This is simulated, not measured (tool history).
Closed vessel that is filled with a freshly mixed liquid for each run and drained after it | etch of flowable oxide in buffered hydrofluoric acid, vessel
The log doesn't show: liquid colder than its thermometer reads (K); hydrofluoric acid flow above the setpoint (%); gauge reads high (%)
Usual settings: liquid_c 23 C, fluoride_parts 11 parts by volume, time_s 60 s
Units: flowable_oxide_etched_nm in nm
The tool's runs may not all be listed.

| run | day | liquid_c | fluoride_parts | time_s | wafers since the last listed run | hours since the thermometer was replaced | hours since the hydrofluoric acid flow meter was replaced | hours since the gauge calibration | read-back film thickness of the flowable oxide reference wafer, read on the same gauge (nm) | flowable_oxide_etched_nm |
|---|---|---|---|---|---|---|---|---|---|---|
| 1 | 0 | 23 | 11 | 60 | 0 | 731.4 | 1328.1 | 450.5 | 77.46 | 317.27 |
| 2 | 2.921 | 23 | 11 | 60 | 5210 | 801.5 | 1398.2 | 520.6 | 77.33 | 316.37 |
| 3 | 4.579 | 23 | 11 | 60 | 2958 | 841.3 | 1438 | 560.4 | 77.25 | 314.13 |
| 4 | 6.479 | 23 | 9.5 | 60 | 3389 | 886.9 | 1483.6 | 606 | 77.19 | 354.84 |
| 5 | 8.712 | 23 | 8.5 | 60 | 3984 | 940.5 | 1537.2 | 659.6 | 77.11 | 395.23 |
| 6 | 9.746 | 23 | 8.5 | 60 | 1843 | 965.3 | 1562 | 684.4 | 77.1 | 395.86 |
| 7 | 12.692 | 23 | 8.5 | 60 | 5255 | 1036 | 1632.7 | 755.1 | 77.03 | 388.87 |
| 8 | 14.183 | 25 | 7.5 | 60 | 2660 | 1071.8 | 1668.5 | 790.9 | 76.99 | 501.69 |
|  | 15.821 | gauge calibrated |
| 9 | 16.283 | 23 | 13 | 60 | 3746 | 1122.2 | 1718.9 | 11.1 | 80.26 | 278.03 |
| 10 | 17.325 | 27.5 | 13.5 | 75 | 1858 | 1147.2 | 1743.9 | 36.1 | 80.03 | 424.45 |

Run 11 comes next. What will it give?
|  | 18.767 | hydrofluoric acid flow meter replaced |
| 11 | 19.562 | 23 | 11 | 60 | 3917 | 1200.9 | 19.1 | 89.8 | ? | ? |

read-back film thickness of the flowable oxide reference wafer, read on the same gauge (nm): 79.59
flowable_oxide_etched_nm: 326.56 nm
Without the tool's hidden state the same run would have given flowable_oxide_etched_nm 328.28 nm.
